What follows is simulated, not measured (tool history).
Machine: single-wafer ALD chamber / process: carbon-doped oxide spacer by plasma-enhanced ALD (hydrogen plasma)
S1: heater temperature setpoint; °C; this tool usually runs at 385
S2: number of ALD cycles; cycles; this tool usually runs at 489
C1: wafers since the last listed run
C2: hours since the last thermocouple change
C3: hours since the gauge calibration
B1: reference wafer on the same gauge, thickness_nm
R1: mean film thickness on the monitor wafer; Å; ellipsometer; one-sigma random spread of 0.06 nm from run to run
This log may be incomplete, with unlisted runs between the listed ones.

{"run": 1, "hour": 0.0, "S1": 385, "S2": 489, "C1": 0, "C2": 707.2, "C3": 88.6, "B1": 22.302, "R1": 239.62}
{"run": 2, "hour": 9.7, "S1": 385, "S2": 489, "C1": 8, "C2": 716.9, "C3": 98.3, "B1": 22.297, "R1": 240.28}
{"run": 3, "hour": 24.2, "S1": 385, "S2": 489, "C1": 12, "C2": 731.4, "C3": 112.8, "B1": 22.306, "R1": 240.59}
{"run": 4, "hour": 42.0, "S1": 385, "S2": 489, "C1": 15, "C2": 749.2, "C3": 130.6, "B1": 22.284, "R1": 241.65}
{"run": 5, "hour": 57.0, "S1": 376, "S2": 489, "C1": 13, "C2": 764.2, "C3": 145.6, "B1": 22.299, "R1": 240.36}
{"run": 6, "hour": 64.6, "S1": 376, "S2": 489, "C1": 6, "C2": 771.8, "C3": 153.2, "B1": 22.304, "R1": 240.43}
{"hour": 67.9, "done": "gauge calibrated"}
{"run": 7, "hour": 71.2, "S1": 376, "S2": 489, "C1": 5, "C2": 778.4, "C3": 3.3, "B1": 22.303, "R1": 241.4}
{"run": 8, "hour": 82.5, "S1": 381, "S2": 489, "C1": 9, "C2": 789.7, "C3": 14.6, "B1": 22.309, "R1": 239.65}
{"run": 9, "hour": 98.2, "S1": 381, "S2": 489, "C1": 13, "C2": 805.4, "C3": 30.3, "B1": 22.31, "R1": 240.43}
{"run": 10, "hour": 106.4, "S1": 381, "S2": 489, "C1": 7, "C2": 813.6, "C3": 38.5, "B1": 22.292, "R1": 240.32}
{"run": 11, "hour": 114.3, "S1": 385, "S2": 489, "C1": 6, "C2": 821.5, "C3": 46.4, "B1": 22.303, "R1": 239.96}
{"run": 12, "hour": 130.6, "S1": 391, "S2": 562, "C1": 14, "C2": 837.8, "C3": 62.7, "B1": 22.282, "R1": 275.98}
{"run": 13, "hour": 145.2, "S1": 385, "S2": 489, "C1": 12, "C2": 852.4, "C3": 77.3, "B1": 22.305, "R1": 241.45}
{"hour": 153.7, "done": "thermocouple changed; heater temperature recalibrated"}
{"run": 14, "hour": 158.3, "S1": 378, "S2": 397, "C1": 4, "C2": 4.6, "C3": 90.4, "B1": 22.287, "R1": 195.34}
{"run": 15, "hour": 167.6, "S1": 385, "S2": 449, "C1": 8, "C2": 13.9, "C3": 99.7, "B1": 22.315, "R1": 220.27}
{"run": 16, "hour": 176.0, "S1": 379, "S2": 559, "C1": 7, "C2": 22.3, "C3": 108.1, "B1": 22.307, "R1": 275.18}
{"run": 17, "hour": 187.6, "S1": 391, "S2": 522, "C1": 10, "C2": 33.9, "C3": 119.7, "B1": 22.302, "R1": 255.79}
{"hour": 191.8, "done": "gauge calibrated"}
{"run": 18, "hour": 202.3, "S1": 385, "S2": 462, "C1": 12, "C2": 48.6, "C3": 10.5, "B1": 22.294, "R1": 226.18}
{"run": 19, "hour": 220.0, "S1": 374, "S2": 405, "C1": 15, "C2": 66.3, "C3": 28.2, "B1": 22.302, "R1": 198.18}
{"run": 20, "hour": 231.0, "S1": 385, "S2": 489, "C1": 9, "C2": 77.3, "C3": 39.2, "B1": 22.298, "R1": 241.23}
{"run": 21, "hour": 244.4, "S1": 378, "S2": 453, "C1": 11, "C2": 90.7, "C3": 52.6, "B1": 22.317, "R1": 222.9}
{"run": 22, "hour": 253.8, "S1": 380, "S2": 436, "C1": 8, "C2": 100.1, "C3": 62, "B1": 22.312, "R1": 213.89}
{"run": 23, "hour": 268.9, "S1": 385, "S2": 449, "C1": 13, "C2": 115.2, "C3": 77.1, "B1": 22.315, "R1": 221.18}

Describe how what the log doesn't record of the tool's condition differs between the last listed run preceding each entry between runs and the first listed run following it.
Runs 6 to 7: gauge calibrated (hour 67.9)
  both runs share identical hidden conditions
Runs 13 to 14: thermocouple changed; heater temperature recalibrated (hour 153.7)
  both runs share identical hidden conditions
Runs 17 to 18: gauge calibrated (hour 191.8)
  both runs share identical hidden conditions
